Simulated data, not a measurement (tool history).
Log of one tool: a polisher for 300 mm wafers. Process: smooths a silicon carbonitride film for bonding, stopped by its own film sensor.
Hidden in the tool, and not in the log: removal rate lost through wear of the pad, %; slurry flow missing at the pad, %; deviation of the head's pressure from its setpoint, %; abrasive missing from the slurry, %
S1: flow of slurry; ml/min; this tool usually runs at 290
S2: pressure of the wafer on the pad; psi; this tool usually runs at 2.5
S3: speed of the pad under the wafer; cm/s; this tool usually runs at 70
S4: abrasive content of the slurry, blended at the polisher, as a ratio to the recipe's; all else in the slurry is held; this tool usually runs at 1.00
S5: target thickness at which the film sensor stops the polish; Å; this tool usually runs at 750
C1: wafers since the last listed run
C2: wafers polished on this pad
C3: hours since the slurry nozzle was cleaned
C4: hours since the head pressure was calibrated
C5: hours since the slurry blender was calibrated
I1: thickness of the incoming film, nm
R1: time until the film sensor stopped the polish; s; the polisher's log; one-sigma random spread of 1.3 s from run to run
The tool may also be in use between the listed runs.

{"run": 1, "hour": 0.0, "S1": 245, "S2": 2.5, "S3": 70, "S4": 1.05, "S5": 750, "C1": 0, "C2": 2782, "C3": 207.6, "C4": 147.1, "C5": 419.4, "I1": 100.5, "R1": 110.9}
{"hour": 45.3, "done": "slurry blender recalibrated"}
{"run": 2, "hour": 57.7, "S1": 290, "S2": 2.5, "S3": 70, "S4": 1.0, "S5": 750, "C1": 451, "C2": 3233, "C3": 265.3, "C4": 204.8, "C5": 12.4, "I1": 100.6, "R1": 120.0}
{"hour": 111.8, "done": "worn pad replaced by a new one"}
{"run": 3, "hour": 123.9, "S1": 290, "S2": 2.5, "S3": 70, "S4": 1.0, "S5": 750, "C1": 504, "C2": 98, "C3": 331.5, "C4": 271.0, "C5": 78.6, "I1": 102.0, "R1": 116.1}
{"run": 4, "hour": 222.1, "S1": 290, "S2": 2.5, "S3": 70, "S4": 1.0, "S5": 750, "C1": 795, "C2": 894, "C3": 429.7, "C4": 369.2, "C5": 176.8, "I1": 98.2, "R1": 98.7}
{"run": 5, "hour": 303.3, "S1": 290, "S2": 2.5, "S3": 70, "S4": 1.0, "S5": 750, "C1": 658, "C2": 1552, "C3": 510.9, "C4": 450.4, "C5": 258.0, "I1": 100.4, "R1": 110.7}
{"run": 6, "hour": 384.9, "S1": 290, "S2": 3.2, "S3": 70, "S4": 1.0, "S5": 750, "C1": 661, "C2": 2213, "C3": 592.5, "C4": 532.0, "C5": 339.6, "I1": 98.7, "R1": 80.4}
{"run": 7, "hour": 482.3, "S1": 290, "S2": 3.2, "S3": 70, "S4": 1.0, "S5": 750, "C1": 789, "C2": 3003, "C3": 689.9, "C4": 629.4, "C5": 437.0, "I1": 100.7, "R1": 93.3}
{"hour": 508.3, "done": "worn pad replaced by a new one"}
{"hour": 531.3, "done": "slurry nozzle cleaned"}
{"hour": 544.6, "done": "slurry blender recalibrated"}
{"run": 8, "hour": 577.6, "S1": 290, "S2": 2.5, "S3": 70, "S4": 1.0, "S5": 750, "C1": 715, "C2": 537, "C3": 46.3, "C4": 724.7, "C5": 33.0, "I1": 100.5, "R1": 122.6}
{"hour": 627.4, "done": "head pressure recalibrated"}
{"run": 9, "hour": 696.5, "S1": 290, "S2": 2.5, "S3": 70, "S4": 1.0, "S5": 750, "C1": 947, "C2": 1484, "C3": 165.2, "C4": 69.1, "C5": 151.9, "I1": 100.5, "R1": 120.1}
{"run": 10, "hour": 753.5, "S1": 290, "S2": 2.5, "S3": 70, "S4": 1.0, "S5": 750, "C1": 462, "C2": 1946, "C3": 222.2, "C4": 126.1, "C5": 208.9, "I1": 101.5, "R1": 130.7}
{"hour": 807.0, "done": "worn pad replaced by a new one, repeated, since the last time left the tool worse"}
{"run": 11, "hour": 828.8, "S1": 290, "S2": 2.5, "S3": 70, "S4": 1.0, "S5": 750, "C1": 577, "C2": 176, "C3": 297.5, "C4": 201.4, "C5": 284.2, "I1": 99.4, "R1": 102.7}
{"run": 12, "hour": 920.0, "S1": 290, "S2": 2.5, "S3": 70, "S4": 1.0, "S5": 750, "C1": 739, "C2": 915, "C3": 388.7, "C4": 292.6, "C5": 375.4, "I1": 101.4, "R1": 111.9}
{"hour": 1005.3, "done": "slurry blender recalibrated"}
{"run": 13, "hour": 1021.2, "S1": 290, "S2": 2.5, "S3": 70, "S4": 1.0, "S5": 750, "C1": 804, "C2": 1719, "C3": 489.9, "C4": 393.8, "C5": 15.9, "I1": 100.1, "R1": 108.9}
{"run": 14, "hour": 1099.4, "S1": 290, "S2": 2.5, "S3": 82, "S4": 1.0, "S5": 750, "C1": 633, "C2": 2353, "C3": 568.1, "C4": 472.0, "C5": 94.1, "I1": 99.5, "R1": 96.7}
{"run": 15, "hour": 1172.7, "S1": 290, "S2": 2.8, "S3": 70, "S4": 1.0, "S5": 750, "C1": 594, "C2": 2947, "C3": 641.4, "C4": 545.3, "C5": 167.4, "I1": 98.5, "R1": 93.6}
{"hour": 1269.1, "done": "worn pad replaced by a new one"}
{"run": 16, "hour": 1270.7, "S1": 290, "S2": 2.5, "S3": 82, "S4": 1.0, "S5": 750, "C1": 761, "C2": 13, "C3": 739.4, "C4": 643.3, "C5": 265.4, "I1": 98.8, "R1": 90.7}
{"run": 17, "hour": 1337.2, "S1": 290, "S2": 2.5, "S3": 70, "S4": 1.0, "S5": 750, "C1": 539, "C2": 552, "C3": 805.9, "C4": 709.8, "C5": 331.9, "I1": 99.7, "R1": 106.2}
{"run": 18, "hour": 1414.7, "S1": 290, "S2": 2.5, "S3": 70, "S4": 1.0, "S5": 750, "C1": 628, "C2": 1180, "C3": 883.4, "C4": 787.3, "C5": 409.4, "I1": 98.6, "R1": 100.8}
{"hour": 1425.6, "done": "slurry nozzle cleaned"}
{"run": 19, "hour": 1489.9, "S1": 255, "S2": 2.5, "S3": 90, "S4": 0.85, "S5": 710, "C1": 601, "C2": 1781, "C3": 64.3, "C4": 862.5, "C5": 484.6, "I1": 99.1, "R1": 110.8}
{"hour": 1520.3, "done": "slurry blender recalibrated"}
{"hour": 1546.4, "done": "head pressure recalibrated"}
{"run": 20, "hour": 1587.7, "S1": 235, "S2": 2.5, "S3": 92, "S4": 0.85, "S5": 800, "C1": 760, "C2": 2542, "C3": 162.1, "C4": 41.3, "C5": 67.4, "I1": 100.3, "R1": 83.6}
{"hour": 1637.3, "done": "worn pad replaced by a new one"}
{"run": 21, "hour": 1637.8, "S1": 290, "S2": 1.7, "S3": 48, "S4": 0.85, "S5": 810, "C1": 373, "C2": 4, "C3": 212.2, "C4": 91.4, "C5": 117.5, "I1": 99.7, "R1": 174.0}
{"run": 22, "hour": 1727.6, "S1": 245, "S2": 3.1, "S3": 70, "S4": 1.0, "S5": 750, "C1": 727, "C2": 732, "C3": 302.0, "C4": 181.2, "C5": 207.3, "I1": 100.9, "R1": 89.2}
{"run": 23, "hour": 1767.0, "S1": 365, "S2": 2.0, "S3": 60, "S4": 1.0, "S5": 770, "C1": 319, "C2": 1051, "C3": 341.4, "C4": 220.6, "C5": 246.7, "I1": 99.8, "R1": 138.1}
{"run": 24, "hour": 1809.1, "S1": 290, "S2": 2.5, "S3": 70, "S4": 1.3, "S5": 750, "C1": 341, "C2": 1392, "C3": 383.5, "C4": 262.7, "C5": 288.8, "I1": 98.7, "R1": 88.9}
{"run": 25, "hour": 1856.4, "S1": 220, "S2": 2.5, "S3": 54, "S4": 0.9, "S5": 660, "C1": 383, "C2": 1776, "C3": 430.8, "C4": 310.0, "C5": 336.1, "I1": 99.2, "R1": 190.2}
{"run": 26, "hour": 1898.7, "S1": 290, "S2": 3.2, "S3": 70, "S4": 1.0, "S5": 750, "C1": 342, "C2": 2119, "C3": 473.1, "C4": 352.3, "C5": 378.4, "I1": 100.1, "R1": 85.5}
{"run": 27, "hour": 1961.9, "S1": 350, "S2": 2.5, "S3": 94, "S4": 1.0, "S5": 750, "C1": 512, "C2": 2631, "C3": 536.3, "C4": 415.5, "C5": 441.6, "I1": 101.0, "R1": 89.8}
{"run": 28, "hour": 2024.2, "S1": 290, "S2": 2.1, "S3": 70, "S4": 1.0, "S5": 710, "C1": 504, "C2": 3136, "C3": 598.6, "C4": 477.8, "C5": 503.9, "I1": 99.7, "R1": 153.6}

What if the next run were any one of these 4? Each begins from the tool's condition after run 28:
{"run": "A", "hour": 2024.7, "S1": 290, "S2": 2.5, "S3": 70, "S4": 1.0, "S5": 750, "C1": 4, "C2": 3140, "C3": 599.1, "C4": 478.3, "C5": 504.4, "I1": 99.6, "R1": "?"}
{"run": "B", "hour": 2024.7, "S1": 290, "S2": 2.5, "S3": 56, "S4": 1.0, "S5": 750, "C1": 4, "C2": 3140, "C3": 599.1, "C4": 478.3, "C5": 504.4, "I1": 99.6, "R1": "?"}
{"run": "C", "hour": 2024.7, "S1": 290, "S2": 3.2, "S3": 70, "S4": 1.25, "S5": 660, "C1": 4, "C2": 3140, "C3": 599.1, "C4": 478.3, "C5": 504.4, "I1": 99.6, "R1": "?"}
{"run": "D", "hour": 2024.7, "S1": 210, "S2": 3.1, "S3": 70, "S4": 1.0, "S5": 750, "C1": 4, "C2": 3140, "C3": 599.1, "C4": 478.3, "C5": 504.4, "I1": 99.6, "R1": "?"}

run=A R1=112.1
run=B R1=134.0
run=C R1=107.1
run=D R1=92.7
With no hidden state in the tool, these same runs would have given:
run=A R1=103.9
run=B R1=124.2
run=C R1=99.2
run=D R1=85.9

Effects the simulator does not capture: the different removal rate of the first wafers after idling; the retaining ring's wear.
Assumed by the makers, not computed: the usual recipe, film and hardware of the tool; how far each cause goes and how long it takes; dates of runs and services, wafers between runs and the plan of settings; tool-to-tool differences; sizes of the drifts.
